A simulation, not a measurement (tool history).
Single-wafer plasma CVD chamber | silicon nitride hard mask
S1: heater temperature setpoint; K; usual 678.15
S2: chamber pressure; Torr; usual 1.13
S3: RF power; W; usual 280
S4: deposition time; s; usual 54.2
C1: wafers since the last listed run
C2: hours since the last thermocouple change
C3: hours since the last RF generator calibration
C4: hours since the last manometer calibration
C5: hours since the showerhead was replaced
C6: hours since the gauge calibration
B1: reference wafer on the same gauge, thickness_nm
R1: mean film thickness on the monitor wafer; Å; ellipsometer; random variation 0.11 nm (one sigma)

run   hour      S1    S2   S3    S4    C1     C2     C3      C4      C5     C6      B1      R1
  1    0.0  678.15  1.31  280  54.2     0  550.4  130.8  1643.7  6963.8  296.8  58.519  578.38
  2   32.9  678.15  1.31  280  54.2   580  583.3  163.7  1676.6  6996.7  329.7  58.506  578.59
  3   80.5  678.15  1.13  280  54.2   840  630.9  211.3  1724.2  7044.3  377.3  58.487  553.80
  4  137.1  678.15  1.13  280  54.2   999  687.5  267.9  1780.8  7100.9  433.9  58.473  553.03
  5  184.5  678.15  1.13  280  54.2   836  734.9  315.3  1828.2  7148.3  481.3  58.487  551.42
  6  244.6  678.15  1.13  280  54.2  1061  795.0  375.4  1888.3  7208.4  541.4  58.505  553.08
  7  296.3  678.15  1.13  235  54.2   912  846.7  427.1  1940.0  7260.1  593.1  58.470  501.05
  8  327.6  678.15  1.13  280  54.2   552  878.0  458.4  1971.3  7291.4  624.4  58.522  552.65
     381.2  -- capacitance manometer re-zeroed and calibrated
  9  387.7  678.15  1.13  280  54.2   919  938.1  518.5     6.5  7351.5  684.5  58.498  551.68
     422.5  -- gauge calibrated
     425.5  -- thermocouple changed; heater temperature recalibrated
 10  458.7  678.15  1.13  280  54.2  1112   33.2  589.5    77.5  7422.5   36.2  58.464  550.04
 11  517.8  678.15  1.13  280  54.2  1043   92.3  648.6   136.6  7481.6   95.3  58.492  549.57
 12  586.2  678.15  1.26  280  54.2  1207  160.7  717.0   205.0  7550.0  163.7  58.487  571.81
 13  654.1  678.15  0.88  300  54.2  1198  228.6  784.9   272.9  7617.9  231.6  58.477  526.12
     674.2  -- showerhead replaced
     687.6  -- RF generator calibrated
 14  715.6  678.15  1.36  325  54.2   803  290.1   28.0   334.4    41.4  293.1  58.522  633.88
 15  750.8  672.15  1.04  230  45.6   621  325.3   63.2   369.6    76.6  328.3  58.497  407.61
 16  796.3  678.15  1.13  300  59.2   803  370.8  108.7   415.1   122.1  373.8  58.506  625.13
 17  859.7  692.15  1.31  280  48.7  1119  434.2  172.1   478.5   185.5  437.2  58.530  515.83
 18  886.6  690.15  1.13  330  54.2   474  461.1  199.0   505.4   212.4  464.1  58.491  602.23
 19  931.7  678.15  1.13  225  54.2   796  506.2  244.1   550.5   257.5  509.2  58.483  488.45

The tool's hidden state at each run:
wafer temperature above the value expected at the setpoint (K): 0 in every run
delivered RF power above the setpoint (%): 0 in every run
true pressure above the setpoint (%): 0 in every run
gauge reads high (%): 0 in every run
